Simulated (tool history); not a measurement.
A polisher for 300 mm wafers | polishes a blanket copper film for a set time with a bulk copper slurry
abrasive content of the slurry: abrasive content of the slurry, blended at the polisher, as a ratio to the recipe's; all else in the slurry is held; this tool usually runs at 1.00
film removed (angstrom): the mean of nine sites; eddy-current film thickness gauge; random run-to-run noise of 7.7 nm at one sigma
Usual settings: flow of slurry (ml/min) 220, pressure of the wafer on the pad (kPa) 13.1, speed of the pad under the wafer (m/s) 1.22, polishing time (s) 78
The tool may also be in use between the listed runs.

| run | hour | flow of slurry (ml/min) | pressure of the wafer on the pad (kPa) | speed of the pad under the wafer (m/s) | abrasive content of the slurry | polishing time (s) | wafers since the last listed run | wafers polished on this pad | hours since the slurry nozzle was cleaned | hours since the head pressure was calibrated | hours since the slurry blender was calibrated | incoming thickness of the incoming film, nm | film removed (angstrom) |
|---|---|---|---|---|---|---|---|---|---|---|---|---|---|
| 1 | 0.0 | 220 | 13.1 | 1.22 | 1.00 | 78 | 0 | 524 | 226.8 | 1142.2 | 55.3 | 1962.8 | 5269 |
|  | 134.9 | head pressure recalibrated |
| 2 | 222.6 | 220 | 13.1 | 1.22 | 1.00 | 78 | 1657 | 2182 | 449.4 | 87.7 | 277.9 | 1927.6 | 5189 |
| 3 | 321.4 | 220 | 13.1 | 1.22 | 0.75 | 78 | 742 | 2925 | 548.2 | 186.5 | 376.7 | 1974.0 | 4730 |
| 4 | 396.5 | 220 | 13.1 | 1.22 | 1.00 | 78 | 564 | 3489 | 623.3 | 261.6 | 451.8 | 1940.2 | 4907 |
|  | 638.4 | slurry nozzle cleaned |
|  | 667.6 | slurry blender recalibrated |
| 5 | 702.6 | 220 | 13.1 | 1.22 | 1.00 | 78 | 2277 | 5767 | 64.2 | 567.7 | 35.0 | 1975.6 | 5250 |
|  | 736.9 | worn pad replaced by a new one |
| 6 | 800.1 | 220 | 13.1 | 1.22 | 1.00 | 78 | 702 | 474 | 161.7 | 665.2 | 132.5 | 1959.4 | 5264 |
| 7 | 883.1 | 220 | 13.1 | 1.22 | 1.00 | 78 | 623 | 1098 | 244.7 | 748.2 | 215.5 | 1946.2 | 5000 |
| 8 | 981.4 | 220 | 13.1 | 1.22 | 1.00 | 78 | 738 | 1837 | 343.0 | 846.5 | 313.8 | 1962.6 | 5089 |
| 9 | 1021.4 | 150 | 13.1 | 1.22 | 1.00 | 69 | 300 | 2138 | 383.0 | 886.5 | 353.8 | 1960.7 | 4229 |
| 10 | 1111.1 | 220 | 13.1 | 1.22 | 1.00 | 78 | 674 | 2812 | 472.7 | 976.2 | 443.5 | 1952.5 | 4997 |
| 11 | 1164.5 | 220 | 10.3 | 1.22 | 1.00 | 78 | 401 | 3213 | 526.1 | 1029.6 | 496.9 | 1972.3 | 4351 |
| 12 | 1452.9 | 170 | 13.1 | 1.22 | 1.00 | 54 | 2167 | 5381 | 814.5 | 1318.0 | 785.3 | 1961.8 | 3423 |
| 13 | 1511.8 | 220 | 17.2 | 1.22 | 1.00 | 78 | 442 | 5823 | 873.4 | 1376.9 | 844.2 | 1967.1 | 6138 |
|  | 1559.9 | slurry blender recalibrated |
|  | 1575.7 | slurry nozzle cleaned |
|  | 1590.2 | worn pad replaced by a new one |
| 14 | 1590.7 | 280 | 13.1 | 1.56 | 1.15 | 51 | 540 | 3 | 15.0 | 1455.8 | 30.8 | 1942.5 | 4068 |
| 15 | 1638.1 | 285 | 13.1 | 1.22 | 0.85 | 78 | 356 | 359 | 62.4 | 1503.2 | 78.2 | 1930.9 | 5049 |

The next listed run, before its measurement:
|  | 1658.1 | head pressure recalibrated |
| 16 | 1744.5 | 170 | 13.1 | 1.22 | 1.00 | 54 | 784 | 1144 | 168.8 | 86.4 | 184.6 | 1964.9 | ? |

Run 16 measured film removed (angstrom) 3516.
If the tool had no hidden condition, the same run with the same run-to-run variation would have returned film removed (angstrom) 3645.
